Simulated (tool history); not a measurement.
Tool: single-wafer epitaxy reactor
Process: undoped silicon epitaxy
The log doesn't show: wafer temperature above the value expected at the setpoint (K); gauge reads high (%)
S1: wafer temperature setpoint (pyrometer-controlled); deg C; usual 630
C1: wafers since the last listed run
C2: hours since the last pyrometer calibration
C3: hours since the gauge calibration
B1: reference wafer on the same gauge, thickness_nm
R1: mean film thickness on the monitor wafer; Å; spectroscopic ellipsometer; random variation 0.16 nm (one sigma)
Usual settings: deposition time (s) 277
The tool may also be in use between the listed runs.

{"run": 1, "hour": 0.0, "S1": 630, "deposition time (s)": 277, "C1": 0, "C2": 68.1, "C3": 410.2, "B1": 34.927, "R1": 331.04}
{"run": 2, "hour": 38.7, "S1": 630, "deposition time (s)": 277, "C1": 265, "C2": 106.8, "C3": 448.9, "B1": 34.926, "R1": 333.05}
{"run": 3, "hour": 84.3, "S1": 630, "deposition time (s)": 277, "C1": 312, "C2": 152.4, "C3": 494.5, "B1": 34.971, "R1": 332.87}
{"run": 4, "hour": 128.9, "S1": 630, "deposition time (s)": 277, "C1": 305, "C2": 197, "C3": 539.1, "B1": 34.889, "R1": 331.15}
{"run": 5, "hour": 232.6, "S1": 630, "deposition time (s)": 277, "C1": 711, "C2": 300.7, "C3": 642.8, "B1": 34.94, "R1": 333.61}
{"run": 6, "hour": 284.6, "S1": 630, "deposition time (s)": 277, "C1": 356, "C2": 352.7, "C3": 694.8, "B1": 34.897, "R1": 332.15}
{"run": 7, "hour": 390.0, "S1": 630, "deposition time (s)": 277, "C1": 722, "C2": 458.1, "C3": 800.2, "B1": 34.889, "R1": 330.94}
{"run": 8, "hour": 469.9, "S1": 630, "deposition time (s)": 277, "C1": 548, "C2": 538, "C3": 880.1, "B1": 34.83, "R1": 330.15}
{"run": 9, "hour": 533.0, "S1": 641, "deposition time (s)": 277, "C1": 432, "C2": 601.1, "C3": 943.2, "B1": 34.826, "R1": 440.64}
{"run": 10, "hour": 673.1, "S1": 636, "deposition time (s)": 277, "C1": 960, "C2": 741.2, "C3": 1083.3, "B1": 34.934, "R1": 385.23}
{"run": 11, "hour": 746.9, "S1": 636, "deposition time (s)": 277, "C1": 506, "C2": 815, "C3": 1157.1, "B1": 34.892, "R1": 389.5}
{"run": 12, "hour": 814.3, "S1": 630, "deposition time (s)": 277, "C1": 462, "C2": 882.4, "C3": 1224.5, "B1": 34.955, "R1": 331.71}
{"run": 13, "hour": 863.3, "S1": 630, "deposition time (s)": 277, "C1": 336, "C2": 931.4, "C3": 1273.5, "B1": 34.911, "R1": 331.08}
{"run": 14, "hour": 914.3, "S1": 630, "deposition time (s)": 277, "C1": 349, "C2": 982.4, "C3": 1324.5, "B1": 34.998, "R1": 332.62}
{"run": 15, "hour": 1004.1, "S1": 630, "deposition time (s)": 277, "C1": 615, "C2": 1072.2, "C3": 1414.3, "B1": 34.941, "R1": 332.66}
{"run": 16, "hour": 1099.1, "S1": 630, "deposition time (s)": 277, "C1": 651, "C2": 1167.2, "C3": 1509.3, "B1": 34.91, "R1": 329.8}
{"run": 17, "hour": 1177.2, "S1": 630, "deposition time (s)": 277, "C1": 535, "C2": 1245.3, "C3": 1587.4, "B1": 34.946, "R1": 329.62}
{"run": 18, "hour": 1276.4, "S1": 622, "deposition time (s)": 277, "C1": 680, "C2": 1344.5, "C3": 1686.6, "B1": 34.855, "R1": 268.78}
{"run": 19, "hour": 1375.3, "S1": 618, "deposition time (s)": 309, "C1": 678, "C2": 1443.4, "C3": 1785.5, "B1": 34.935, "R1": 268.94}
{"run": 20, "hour": 1454.7, "S1": 638, "deposition time (s)": 223, "C1": 544, "C2": 1522.8, "C3": 1864.9, "B1": 34.932, "R1": 328.33}
{"hour": 1517.1, "done": "gauge calibrated"}
{"run": 21, "hour": 1534.5, "S1": 635, "deposition time (s)": 277, "C1": 547, "C2": 1602.6, "C3": 17.4, "B1": 34.82, "R1": 378.01}
{"run": 22, "hour": 1626.9, "S1": 637, "deposition time (s)": 330, "C1": 633, "C2": 1695, "C3": 109.8, "B1": 34.899, "R1": 472.68}
{"run": 23, "hour": 1670.7, "S1": 616, "deposition time (s)": 302, "C1": 300, "C2": 1738.8, "C3": 153.6, "B1": 34.936, "R1": 251.46}
{"run": 24, "hour": 1747.3, "S1": 643, "deposition time (s)": 227, "C1": 525, "C2": 1815.4, "C3": 230.2, "B1": 34.873, "R1": 379.86}
{"hour": 1819.9, "done": "pyrometer calibrated"}
{"run": 25, "hour": 1830.1, "S1": 621, "deposition time (s)": 316, "C1": 513, "C2": 10.2, "C3": 313, "B1": 34.951, "R1": 297.76}
{"run": 26, "hour": 1869.2, "S1": 630, "deposition time (s)": 277, "C1": 268, "C2": 49.3, "C3": 352.1, "B1": 34.913, "R1": 333.13}
{"run": 27, "hour": 1961.1, "S1": 638, "deposition time (s)": 236, "C1": 630, "C2": 141.2, "C3": 444, "B1": 34.887, "R1": 346.1}
{"run": 28, "hour": 2016.1, "S1": 630, "deposition time (s)": 277, "C1": 377, "C2": 196.2, "C3": 499, "B1": 34.846, "R1": 332.53}
{"run": 29, "hour": 2089.2, "S1": 623, "deposition time (s)": 231, "C1": 501, "C2": 269.3, "C3": 572.1, "B1": 34.864, "R1": 228.95}
{"run": 30, "hour": 2192.6, "S1": 630, "deposition time (s)": 277, "C1": 709, "C2": 372.7, "C3": 675.5, "B1": 34.845, "R1": 332.1}
{"run": 31, "hour": 2239.9, "S1": 630, "deposition time (s)": 277, "C1": 324, "C2": 420, "C3": 722.8, "B1": 35.016, "R1": 330.78}
{"run": 32, "hour": 2315.3, "S1": 630, "deposition time (s)": 277, "C1": 517, "C2": 495.4, "C3": 798.2, "B1": 34.956, "R1": 332.94}
{"run": 33, "hour": 2627.9, "S1": 630, "deposition time (s)": 277, "C1": 2144, "C2": 808, "C3": 1110.8, "B1": 34.908, "R1": 332.45}
{"run": 34, "hour": 2674.4, "S1": 630, "deposition time (s)": 237, "C1": 318, "C2": 854.5, "C3": 1157.3, "B1": 34.855, "R1": 283.36}
{"run": 35, "hour": 2710.5, "S1": 619, "deposition time (s)": 306, "C1": 247, "C2": 890.6, "C3": 1193.4, "B1": 34.885, "R1": 271.74}
{"run": 36, "hour": 2783.9, "S1": 634, "deposition time (s)": 238, "C1": 503, "C2": 964, "C3": 1266.8, "B1": 34.917, "R1": 316.43}

Forecast each of these 4 alternatives for the next run:
{"run": "A", "hour": 2784.4, "S1": 630, "deposition time (s)": 249, "C1": 3, "C2": 964.5, "C3": 1267.3, "B1": "?", "R1": "?"}
{"run": "B", "hour": 2784.4, "S1": 630, "deposition time (s)": 321, "C1": 3, "C2": 964.5, "C3": 1267.3, "B1": "?", "R1": "?"}
{"run": "C", "hour": 2784.4, "S1": 618, "deposition time (s)": 277, "C1": 3, "C2": 964.5, "C3": 1267.3, "B1": "?", "R1": "?"}
{"run": "D", "hour": 2784.4, "S1": 636, "deposition time (s)": 240, "C1": 3, "C2": 964.5, "C3": 1267.3, "B1": "?", "R1": "?"}

run=A B1=34.948 R1=295.32
run=B B1=34.948 R1=380.72
run=C B1=34.948 R1=239.68
run=D B1=34.948 R1=332.08
Without the tool's hidden state the same runs would have given:
run=A R1=295.32
run=B R1=380.72
run=C R1=239.68
run=D R1=332.08

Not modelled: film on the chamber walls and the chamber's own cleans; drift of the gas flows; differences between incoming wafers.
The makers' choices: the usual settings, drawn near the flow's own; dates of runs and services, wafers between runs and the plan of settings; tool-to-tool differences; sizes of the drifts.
